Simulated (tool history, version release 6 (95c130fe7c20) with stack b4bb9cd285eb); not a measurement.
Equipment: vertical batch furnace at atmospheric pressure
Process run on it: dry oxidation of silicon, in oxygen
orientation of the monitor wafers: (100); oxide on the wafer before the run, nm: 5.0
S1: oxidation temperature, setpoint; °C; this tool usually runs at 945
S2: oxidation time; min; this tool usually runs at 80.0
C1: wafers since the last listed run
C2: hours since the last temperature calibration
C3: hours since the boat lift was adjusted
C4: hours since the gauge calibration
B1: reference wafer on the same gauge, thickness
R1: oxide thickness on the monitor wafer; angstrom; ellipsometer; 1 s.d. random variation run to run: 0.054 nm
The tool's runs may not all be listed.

run    day   S1     S2   C1      C2      C3     C4     B1     R1
  1  0.000  945   80.0    0  4473.1  3549.9  109.5  29.19  347.1
  2  0.875  939   80.0  312  4494.1  3570.9  130.5  29.20  328.0
  3  2.175  939   80.0  464  4525.3  3602.1  161.7  29.22  327.5
  4  2.988  939   80.0  290  4544.8  3621.6  181.2  29.20  327.5
  5  3.908  945   80.0  328  4566.9  3643.7  203.3  29.19  345.6
  6  4.517  945   80.0  217  4581.5  3658.3  217.9  29.23  347.6
  7  5.896  945   80.0  492  4614.6  3691.4  251.0  29.20  346.8
  8  7.238  945  107.0  479  4646.8  3723.6  283.2  29.21  421.4
  9  8.592  962  106.0  483  4679.3  3756.1  315.7  29.19  493.2

Estimate the outcome of run 10 from the log above:
     10.933  -- boat lift adjusted
 10  10.954  931  104.5  486  4736.0  0.5  372.4   ?   ?

{"run 10": {"B1": 29.18, "R1": 376.3}}
On a tool with no hidden condition, and with the same random variation, this run would have come out at R1 376.4 angstrom.

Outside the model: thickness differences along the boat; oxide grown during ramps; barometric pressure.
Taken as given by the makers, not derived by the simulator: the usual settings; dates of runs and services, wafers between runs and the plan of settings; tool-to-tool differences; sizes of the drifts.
